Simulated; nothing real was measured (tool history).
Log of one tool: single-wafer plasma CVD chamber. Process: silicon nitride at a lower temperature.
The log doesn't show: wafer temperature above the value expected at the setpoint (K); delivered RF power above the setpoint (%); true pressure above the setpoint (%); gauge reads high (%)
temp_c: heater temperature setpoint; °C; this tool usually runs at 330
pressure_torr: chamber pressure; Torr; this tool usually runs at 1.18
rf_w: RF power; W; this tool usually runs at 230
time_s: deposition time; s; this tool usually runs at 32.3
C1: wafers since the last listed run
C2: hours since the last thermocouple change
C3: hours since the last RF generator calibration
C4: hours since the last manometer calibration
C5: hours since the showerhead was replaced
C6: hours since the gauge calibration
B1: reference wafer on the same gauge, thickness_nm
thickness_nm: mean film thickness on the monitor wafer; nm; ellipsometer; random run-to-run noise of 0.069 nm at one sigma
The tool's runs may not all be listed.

run 1 day=0.000 | temp_c=330 pressure_torr=1.18 rf_w=230 time_s=32.3 | C1=0 C2=2195.3 C3=2190.4 C4=2019.8 C5=5405.6 C6=181.9 | B1=26.093 | thickness_nm=29.060
run 2 day=0.925 | temp_c=330 pressure_torr=1.18 rf_w=230 time_s=32.3 | C1=637 C2=2217.5 C3=2212.6 C4=2042.0 C5=5427.8 C6=204.1 | B1=26.089 | thickness_nm=29.145
run 3 day=2.417 | temp_c=330 pressure_torr=1.18 rf_w=230 time_s=32.3 | C1=1027 C2=2253.3 C3=2248.4 C4=2077.8 C5=5463.6 C6=239.9 | B1=26.097 | thickness_nm=28.998
run 4 day=3.583 | temp_c=330 pressure_torr=1.18 rf_w=230 time_s=32.3 | C1=803 C2=2281.3 C3=2276.4 C4=2105.8 C5=5491.6 C6=267.9 | B1=26.099 | thickness_nm=29.088
run 5 day=4.229 | temp_c=330 pressure_torr=1.18 rf_w=200 time_s=32.3 | C1=444 C2=2296.8 C3=2291.9 C4=2121.3 C5=5507.1 C6=283.4 | B1=26.104 | thickness_nm=26.415
run 6 day=5.062 | temp_c=330 pressure_torr=1.18 rf_w=230 time_s=32.3 | C1=574 C2=2316.8 C3=2311.9 C4=2141.3 C5=5527.1 C6=303.4 | B1=26.112 | thickness_nm=28.924
run 7 day=6.538 | temp_c=330 pressure_torr=1.18 rf_w=250 time_s=32.3 | C1=1016 C2=2352.2 C3=2347.3 C4=2176.7 C5=5562.5 C6=338.8 | B1=26.099 | thickness_nm=30.683
run 8 day=7.579 | temp_c=330 pressure_torr=1.18 rf_w=250 time_s=32.3 | C1=717 C2=2377.2 C3=2372.3 C4=2201.7 C5=5587.5 C6=363.8 | B1=26.111 | thickness_nm=30.790
run 9 day=8.404 | temp_c=330 pressure_torr=1.18 rf_w=250 time_s=32.3 | C1=568 C2=2397.0 C3=2392.1 C4=2221.5 C5=5607.3 C6=383.6 | B1=26.093 | thickness_nm=30.706
run 10 day=9.067 | temp_c=330 pressure_torr=1.29 rf_w=230 time_s=32.3 | C1=456 C2=2412.9 C3=2408.0 C4=2237.4 C5=5623.2 C6=399.5 | B1=26.107 | thickness_nm=29.509
-- day=10.171 thermocouple changed; heater temperature recalibrated
run 11 day=10.550 | temp_c=330 pressure_torr=1.29 rf_w=230 time_s=32.3 | C1=792 C2=9.1 C3=2443.6 C4=2273.0 C5=5658.8 C6=435.1 | B1=26.095 | thickness_nm=29.427
run 12 day=11.158 | temp_c=330 pressure_torr=1.29 rf_w=230 time_s=32.3 | C1=419 C2=23.7 C3=2458.2 C4=2287.6 C5=5673.4 C6=449.7 | B1=26.095 | thickness_nm=29.495
-- day=11.771 RF generator calibrated
run 13 day=12.425 | temp_c=330 pressure_torr=0.89 rf_w=270 time_s=32.3 | C1=642 C2=54.1 C3=15.7 C4=2318.0 C5=5703.8 C6=480.1 | B1=26.107 | thickness_nm=30.820
-- day=12.962 showerhead replaced
run 14 day=13.446 | temp_c=319 pressure_torr=1.18 rf_w=230 time_s=32.3 | C1=473 C2=78.6 C3=40.2 C4=2342.5 C5=11.6 C6=504.6 | B1=26.104 | thickness_nm=29.117
run 15 day=14.762 | temp_c=336 pressure_torr=1.18 rf_w=230 time_s=32.3 | C1=906 C2=110.2 C3=71.8 C4=2374.1 C5=43.2 C6=536.2 | B1=26.096 | thickness_nm=28.993
run 16 day=15.400 | temp_c=330 pressure_torr=1.18 rf_w=230 time_s=32.3 | C1=439 C2=125.5 C3=87.1 C4=2389.4 C5=58.5 C6=551.5 | B1=26.108 | thickness_nm=28.955
run 17 day=16.092 | temp_c=341 pressure_torr=1.18 rf_w=190 time_s=29.6 | C1=476 C2=142.1 C3=103.7 C4=2406.0 C5=75.1 C6=568.1 | B1=26.102 | thickness_nm=23.255
-- day=17.133 gauge calibrated
-- day=17.271 capacitance manometer re-zeroed and calibrated
run 18 day=17.392 | temp_c=322 pressure_torr=1.47 rf_w=230 time_s=26.3 | C1=665 C2=173.3 C3=134.9 C4=2.9 C5=106.3 C6=6.2 | B1=26.121 | thickness_nm=24.775
run 19 day=19.279 | temp_c=330 pressure_torr=1.18 rf_w=190 time_s=32.3 | C1=1300 C2=218.6 C3=180.2 C4=48.2 C5=151.6 C6=51.5 | B1=26.099 | thickness_nm=25.284
run 20 day=20.138 | temp_c=342 pressure_torr=1.18 rf_w=230 time_s=32.3 | C1=591 C2=239.2 C3=200.8 C4=68.8 C5=172.2 C6=72.1 | B1=26.110 | thickness_nm=28.924
run 21 day=21.104 | temp_c=330 pressure_torr=1.18 rf_w=230 time_s=32.3 | C1=665 C2=262.4 C3=224.0 C4=92.0 C5=195.4 C6=95.3 | B1=26.105 | thickness_nm=29.124
run 22 day=21.679 | temp_c=316 pressure_torr=1.08 rf_w=210 time_s=26.6 | C1=396 C2=276.2 C3=237.8 C4=105.8 C5=209.2 C6=109.1 | B1=26.103 | thickness_nm=22.123
run 23 day=23.171 | temp_c=330 pressure_torr=1.29 rf_w=230 time_s=32.3 | C1=1027 C2=312.0 C3=273.6 C4=141.6 C5=245.0 C6=144.9 | B1=26.097 | thickness_nm=29.599
run 24 day=24.317 | temp_c=330 pressure_torr=1.18 rf_w=255 time_s=34.2 | C1=789 C2=339.5 C3=301.1 C4=169.1 C5=272.5 C6=172.4 | B1=26.098 | thickness_nm=33.003
run 25 day=25.100 | temp_c=330 pressure_torr=1.18 rf_w=230 time_s=32.3 | C1=539 C2=358.3 C3=319.9 C4=187.9 C5=291.3 C6=191.2 | B1=26.093 | thickness_nm=29.000

Consider 4 possible next runs. They are alternatives, not a sequence: every one starts from the tool as it was left by run 25. What does each give?
run A day=25.117 | temp_c=330 pressure_torr=1.37 rf_w=230 time_s=32.3 | C1=11 C2=358.7 C3=320.3 C4=188.3 C5=291.7 C6=191.6 | B1=? | thickness_nm=?
run B day=25.117 | temp_c=324 pressure_torr=1.43 rf_w=255 time_s=32.3 | C1=11 C2=358.7 C3=320.3 C4=188.3 C5=291.7 C6=191.6 | B1=? | thickness_nm=?
run C day=25.117 | temp_c=324 pressure_torr=1.38 rf_w=230 time_s=32.3 | C1=11 C2=358.7 C3=320.3 C4=188.3 C5=291.7 C6=191.6 | B1=? | thickness_nm=?
run D day=25.117 | temp_c=330 pressure_torr=1.45 rf_w=230 time_s=32.3 | C1=11 C2=358.7 C3=320.3 C4=188.3 C5=291.7 C6=191.6 | B1=? | thickness_nm=?

run=A B1=26.100 thickness_nm=29.825
run=B B1=26.100 thickness_nm=32.307
run=C B1=26.100 thickness_nm=29.928
run=D B1=26.100 thickness_nm=30.151
Take away the tool's hidden state, keep each run's random variation, and the runs would have read:
run=A thickness_nm=29.825
run=B thickness_nm=32.307
run=C thickness_nm=29.928
run=D thickness_nm=30.151
